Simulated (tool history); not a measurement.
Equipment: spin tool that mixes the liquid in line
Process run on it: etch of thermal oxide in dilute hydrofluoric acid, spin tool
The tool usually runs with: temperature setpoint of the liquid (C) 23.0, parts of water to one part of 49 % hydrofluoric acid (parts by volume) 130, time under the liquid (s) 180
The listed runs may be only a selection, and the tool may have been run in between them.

run	hour	temperature setpoint of the liquid (C)	parts of water to one part of 49 % hydrofluoric acid (parts by volume)	time under the liquid (s)	read-back film thickness of the thermal oxide reference wafer, read on the same gauge (nm)	thickness taken off the thermal oxide on a monitor wafer (nm)
1	0.0	23.0	155	180	140.00	5.08
2	26.6	23.0	155	180	140.00	5.07
# hour 43.9: gauge calibrated
3	60.2	23.0	130	180	140.00	6.27
4	75.8	23.0	115	180	139.99	7.05
5	96.2	22.0	130	180	139.98	5.98
6	111.1	27.0	130	245	140.03	9.74
7	125.0	27.0	130	245	140.01	9.94
8	216.9	27.0	130	245	139.99	9.84
9	245.9	22.0	115	180	140.00	6.91
10	280.1	22.0	115	180	140.01	6.87
11	313.7	22.0	115	180	140.01	6.84
12	343.3	23.0	105	180	140.02	7.92
13	378.8	23.0	105	180	139.99	7.81
14	414.2	23.0	105	180	140.00	7.97
15	427.1	23.0	130	180	140.00	6.10
16	456.3	23.0	130	180	139.99	6.16
17	484.8	23.0	150	220	139.98	6.41
18	513.3	19.5	180	75	140.00	1.54
19	537.4	25.0	130	150	140.01	5.46
20	549.7	23.0	130	70	140.02	2.39
# hour 554.4: gauge calibrated
21	573.0	27.5	130	180	140.02	7.27
22	586.0	23.0	130	180	140.00	6.13
23	603.8	23.0	130	180	139.99	6.08
# hour 617.5: hydrofluoric acid flow meter replaced
24	625.3	21.0	130	230	140.01	7.19
25	645.4	26.5	160	105	140.00	3.20
26	658.4	19.5	175	230	140.02	4.83
# hour 659.5: thermometer replaced
27	671.1	19.5	150	135	140.00	3.72
28	689.8	23.0	130	180	139.99	6.69
29	705.9	27.5	65	125	140.00	12.15
30	732.2	23.0	170	180	139.99	4.96
31	756.5	18.5	155	105	140.00	2.67
32	783.0	23.0	80	210	140.01	13.34
33	806.5	19.5	150	135	139.99	3.72
34	839.8	19.5	185	280	140.00	5.93
35	886.5	27.5	75	180	139.98	14.57

3 options for the next run, each taken on its own from the tool as it stands now. Forecast them:
A	887.0	23.0	130	240	?	?
B	887.0	23.0	110	250	?	?
C	887.0	19.5	170	120	?	?

run	read-back film thickness of the thermal oxide reference wafer, read on the same gauge (nm)	thickness taken off the thermal oxide on a monitor wafer (nm)
A	139.99	8.85
B	139.99	11.15
C	139.99	2.82
What these runs would have given with no unlogged condition in the tool:
run	thickness taken off the thermal oxide on a monitor wafer (nm)
A	9.00
B	11.34
C	2.87
